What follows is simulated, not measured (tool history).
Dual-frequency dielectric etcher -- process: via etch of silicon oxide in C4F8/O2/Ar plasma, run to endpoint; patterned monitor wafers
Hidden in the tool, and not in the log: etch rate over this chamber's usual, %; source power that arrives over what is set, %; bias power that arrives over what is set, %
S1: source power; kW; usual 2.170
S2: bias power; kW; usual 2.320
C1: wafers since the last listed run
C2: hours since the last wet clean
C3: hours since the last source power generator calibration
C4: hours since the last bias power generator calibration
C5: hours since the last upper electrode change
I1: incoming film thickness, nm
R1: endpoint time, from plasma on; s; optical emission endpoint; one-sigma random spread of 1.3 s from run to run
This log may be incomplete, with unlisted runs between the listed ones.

run    hour     S1     S2    C1     C2      C3      C4      C5      I1     R1
  1     0.0  2.170  2.320     0  450.2   640.1  3294.2  2578.3  1063.9  208.7
  2   102.9  2.170  2.320   759  553.1   743.0  3397.1  2681.2  1059.5  208.2
      148.6  -- wet clean of the chamber
  3   176.4  2.170  2.320   365   27.8   816.5  3470.6  2754.7  1068.8  202.6
  4   227.0  2.170  2.320   373   78.4   867.1  3521.2  2805.3  1059.1  201.3
  5   270.3  2.170  2.320   319  121.7   910.4  3564.5  2848.6  1054.5  201.2
  6   359.0  1.810  2.320   654  210.4   999.1  3653.2  2937.3  1065.2  232.8
  7   455.0  1.810  2.320   708  306.4  1095.1  3749.2  3033.3  1077.1  238.1
  8   526.4  2.170  1.876   527  377.8  1166.5  3820.6  3104.7  1073.1  226.0
      817.7  -- wet clean of the chamber
  9   839.3  2.170  2.320  2133   21.6  1479.4  4133.5  3417.6  1066.6  205.6
 10   932.0  2.040  2.320   684  114.3  1572.1  4226.2  3510.3  1063.3  213.0
     1013.8  -- upper electrode replaced
 11  1014.3  2.040  2.320   430  196.6  1654.4  4308.5     0.5  1067.7  215.0
     1284.1  -- bias power generator calibrated
 12  1317.6  2.170  2.320  2210  499.9  1957.7    33.5   303.8  1058.7  215.0
     1396.2  -- wet clean of the chamber
 13  1396.7  2.170  2.320   406    0.5  2036.8   112.6   382.9  1065.6  208.0
 14  1635.4  2.170  2.320  1762  239.2  2275.5   351.3   621.6  1058.0  211.3
 15  1719.2  2.170  2.320   618  323.0  2359.3   435.1   705.4  1069.7  216.2
 16  1779.0  2.170  2.320   441  382.8  2419.1   494.9   765.2  1061.1  215.1
     1850.3  -- source power generator calibrated
 17  1850.8  2.170  2.320   500  454.6     0.5   566.7   837.0  1055.9  210.0
 18  1925.7  2.580  2.527   553  529.5    75.4   641.6   911.9  1060.9  184.0
     2035.1  -- wet clean of the chamber
 19  2035.6  2.170  2.320   634    0.5   185.3   751.5  1021.8  1058.0  199.5
 20  2076.2  2.320  2.519   299   41.1   225.9   792.1  1062.4  1063.6  187.7
 21  2161.5  1.740  1.756   629  126.4   311.2   877.4  1147.7  1055.9  256.1
 22  2211.8  2.520  1.742   371  176.7   361.5   927.7  1198.0  1058.7  204.4
 23  2271.9  2.030  2.037   443  236.8   421.6   987.8  1258.1  1056.7  220.4
 24  2327.5  1.680  1.999   410  292.4   477.2  1043.4  1313.7  1050.9  255.2
 25  2378.1  1.850  2.546   373  343.0   527.8  1094.0  1364.3  1059.2  222.6
 26  2418.3  1.850  2.700   296  383.2   568.0  1134.2  1404.5  1061.3  218.7
 27  2510.0  2.170  2.320   677  474.9   659.7  1225.9  1496.2  1058.0  209.1
     2686.5  -- wet clean of the chamber
 28  2687.0  2.340  1.767  1129    0.5   836.7  1402.9  1673.2  1059.8  206.2
 29  2757.7  2.170  2.320   522   71.2   907.4  1473.6  1743.9  1078.4  205.1
 30  2863.7  2.170  2.320   782  177.2  1013.4  1579.6  1849.9  1060.3  205.2
 31  2967.4  2.360  1.805   765  280.9  1117.1  1683.3  1953.6  1067.5  213.0
 32  3017.4  2.400  1.982   369  330.9  1167.1  1733.3  2003.6  1071.8  209.8
 33  3089.1  2.170  2.849   529  402.6  1238.8  1805.0  2075.3  1068.4  197.1
 34  3137.1  2.170  2.583   354  450.6  1286.8  1853.0  2123.3  1066.0  203.8

Branching from run 34: 4 alternative next runs. What would each branch give?
  A  3137.6  2.170  1.860   3  451.1  1287.3  1853.5  2123.8  1070.5   ?
  B  3137.6  1.680  1.971   3  451.1  1287.3  1853.5  2123.8  1070.5   ?
  C  3137.6  1.970  2.320   3  451.1  1287.3  1853.5  2123.8  1070.5   ?
  D  3137.6  2.350  2.663   3  451.1  1287.3  1853.5  2123.8  1070.5   ?

run     R1
  A  227.5
  B  267.1
  C  225.8
  D  192.9
Stripped of hidden state, with their random variation kept, the same runs would have yielded:
run     R1
  A  217.6
  B  255.6
  C  216.1
  D  184.7
